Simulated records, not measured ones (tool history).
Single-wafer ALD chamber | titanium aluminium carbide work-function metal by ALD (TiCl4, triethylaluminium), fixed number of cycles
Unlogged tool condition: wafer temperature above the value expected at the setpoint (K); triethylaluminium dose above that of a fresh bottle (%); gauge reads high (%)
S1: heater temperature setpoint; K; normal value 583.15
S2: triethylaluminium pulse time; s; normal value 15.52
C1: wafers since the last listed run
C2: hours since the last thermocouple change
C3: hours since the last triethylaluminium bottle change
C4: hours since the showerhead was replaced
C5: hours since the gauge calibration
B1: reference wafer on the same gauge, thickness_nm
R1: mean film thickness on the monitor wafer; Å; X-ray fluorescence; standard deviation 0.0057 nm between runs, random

Run 1, day 0: usual settings; C1 0; C2 918.8; C3 98.6; C4 4403.1; C5 434.4; B1 1.869. Result: R1 20.21 Å.
Run 2, day 3.812: usual settings; C1 1180; C2 1010.3; C3 190.1; C4 4494.6; C5 525.9; B1 1.87. Result: R1 20.18 Å.
Run 3, day 6.062: usual settings; C1 696; C2 1064.3; C3 244.1; C4 4548.6; C5 579.9; B1 1.87. Result: R1 20.11 Å.
Run 4, day 8: usual settings; C1 599; C2 1110.8; C3 290.6; C4 4595.1; C5 626.4; B1 1.871. Result: R1 20.23 Å.
Run 5, day 10.017: usual settings but S1 593.15 K; C1 624; C2 1159.2; C3 339; C4 4643.5; C5 674.8; B1 1.87. Result: R1 20.99 Å.
Run 6, day 13.325: usual settings; C1 1024; C2 1238.6; C3 418.4; C4 4722.9; C5 754.2; B1 1.87. Result: R1 20.21 Å.
Run 7, day 17.371: usual settings; C1 1252; C2 1335.7; C3 515.5; C4 4820; C5 851.3; B1 1.87. Result: R1 20.14 Å.
Run 8, day 19.529: usual settings; C1 668; C2 1387.5; C3 567.3; C4 4871.8; C5 903.1; B1 1.869. Result: R1 20.26 Å.
Run 9, day 23.562: usual settings but S1 595.15 K; C1 1248; C2 1484.3; C3 664.1; C4 4968.6; C5 999.9; B1 1.87. Result: R1 21.11 Å.
Run 10, day 27.892: usual settings but S1 595.15 K; C1 1340; C2 1588.2; C3 768; C4 5072.5; C5 1103.8; B1 1.87. Result: R1 21.05 Å.
Run 11, day 29.808: usual settings; C1 593; C2 1634.2; C3 814; C4 5118.5; C5 1149.8; B1 1.871. Result: R1 20.2 Å.
Run 12, day 33.7: usual settings; C1 1204; C2 1727.6; C3 907.4; C4 5211.9; C5 1243.2; B1 1.87. Result: R1 20.18 Å.
Run 13, day 35.283: usual settings; C1 490; C2 1765.6; C3 945.4; C4 5249.9; C5 1281.2; B1 1.87. Result: R1 20.29 Å.
Run 14, day 38.829: usual settings but S2 20.02 s; C1 1097; C2 1850.7; C3 1030.5; C4 5335; C5 1366.3; B1 1.87. Result: R1 20.42 Å.
Run 15, day 42.312: usual settings but S2 17.4 s; C1 1078; C2 1934.3; C3 1114.1; C4 5418.6; C5 1449.9; B1 1.869. Result: R1 20.36 Å.
Run 16, day 44.446: usual settings but S2 17.4 s; C1 660; C2 1985.5; C3 1165.3; C4 5469.8; C5 1501.1; B1 1.869. Result: R1 20.22 Å.
At day 48.138: showerhead replaced.
Run 17, day 48.492: usual settings but S2 10.8 s; C1 1149; C2 2082.6; C3 1262.4; C4 8.5; C5 1598.2; B1 1.871. Result: R1 18.81 Å.
At day 50.425: triethylaluminium bottle replaced.
Run 18, day 50.721: usual settings but S1 596.15 K, S2 18.07 s; C1 586; C2 2136.1; C3 7.1; C4 62; C5 1651.7; B1 1.87. Result: R1 21.31 Å.
Run 19, day 53.092: usual settings; C1 733; C2 2193; C3 64; C4 118.9; C5 1708.6; B1 1.87. Result: R1 20.14 Å.
At day 53.242: gauge calibrated.
Run 20, day 57.104: usual settings; C1 1242; C2 2289.3; C3 160.3; C4 215.2; C5 92.7; B1 1.87. Result: R1 20.18 Å.
Run 21, day 58.717: usual settings but S1 588.15 K, S2 17.26 s; C1 499; C2 2328; C3 199; C4 253.9; C5 131.4; B1 1.87. Result: R1 20.68 Å.
Run 22, day 61.479: usual settings; C1 855; C2 2394.3; C3 265.3; C4 320.2; C5 197.7; B1 1.87. Result: R1 20.26 Å.
Run 23, day 63.125: usual settings but S1 578.15 K; C1 509; C2 2433.8; C3 304.8; C4 359.7; C5 237.2; B1 1.87. Result: R1 19.85 Å.
At day 67.562: thermocouple changed; heater temperature recalibrated.
Run 24, day 67.583: usual settings but S1 570.15 K, S2 19.58 s; C1 1277; C2 0.5; C3 411.8; C4 466.7; C5 344.2; B1 1.87. Result: R1 19.36 Å.
Run 25, day 70.25: usual settings but S1 578.15 K, S2 21.4 s; C1 825; C2 64.5; C3 475.8; C4 530.7; C5 408.2; B1 1.87. Result: R1 19.88 Å.
Run 26, day 73.058: usual settings but S1 577.15 K, S2 12.68 s; C1 869; C2 131.9; C3 543.2; C4 598.1; C5 475.6; B1 1.87. Result: R1 19.33 Å.
Run 27, day 76.904: usual settings; C1 1190; C2 224.2; C3 635.5; C4 690.4; C5 567.9; B1 1.871. Result: R1 20.2 Å.
Run 28, day 79.621: usual settings; C1 841; C2 289.4; C3 700.7; C4 755.6; C5 633.1; B1 1.87. Result: R1 20.2 Å.
Run 29, day 83.696: usual settings; C1 1261; C2 387.2; C3 798.5; C4 853.4; C5 730.9; B1 1.871. Result: R1 20.09 Å.
Run 30, day 85.979: usual settings but S1 598.15 K; C1 706; C2 442; C3 853.3; C4 908.2; C5 785.7; B1 1.871. Result: R1 21.37 Å.
Run 31, day 89.179: usual settings; C1 990; C2 518.8; C3 930.1; C4 985; C5 862.5; B1 1.871. Result: R1 20.17 Å.
Run 32, day 90.817: usual settings but S1 593.15 K, S2 10.93 s; C1 506; C2 558.1; C3 969.4; C4 1024.3; C5 901.8; B1 1.87. Result: R1 19.62 Å.

Below are 4 alternative next runs, each starting from the tool's condition after run 32. Predict each:
Run A, day 90.833: usual settings; C1 5; C2 558.5; C3 969.8; C4 1024.7; C5 902.2; B1 ?. Result: R1 ?.
Run B, day 90.833: usual settings but S1 575.15 K, S2 21.49 s; C1 5; C2 558.5; C3 969.8; C4 1024.7; C5 902.2; B1 ?. Result: R1 ?.
Run C, day 90.833: usual settings but S1 587.15 K, S2 12.07 s; C1 5; C2 558.5; C3 969.8; C4 1024.7; C5 902.2; B1 ?. Result: R1 ?.
Run D, day 90.833: usual settings but S1 590.15 K, S2 19.11 s; C1 5; C2 558.5; C3 969.8; C4 1024.7; C5 902.2; B1 ?. Result: R1 ?.

run     B1     R1
  A  1.871  20.32
  B  1.871  19.81
  C  1.871     20
  D  1.871  20.94
With no hidden state in the tool, these same runs would have given:
run     R1
  A  20.32
  B  19.81
  C     20
  D  20.94
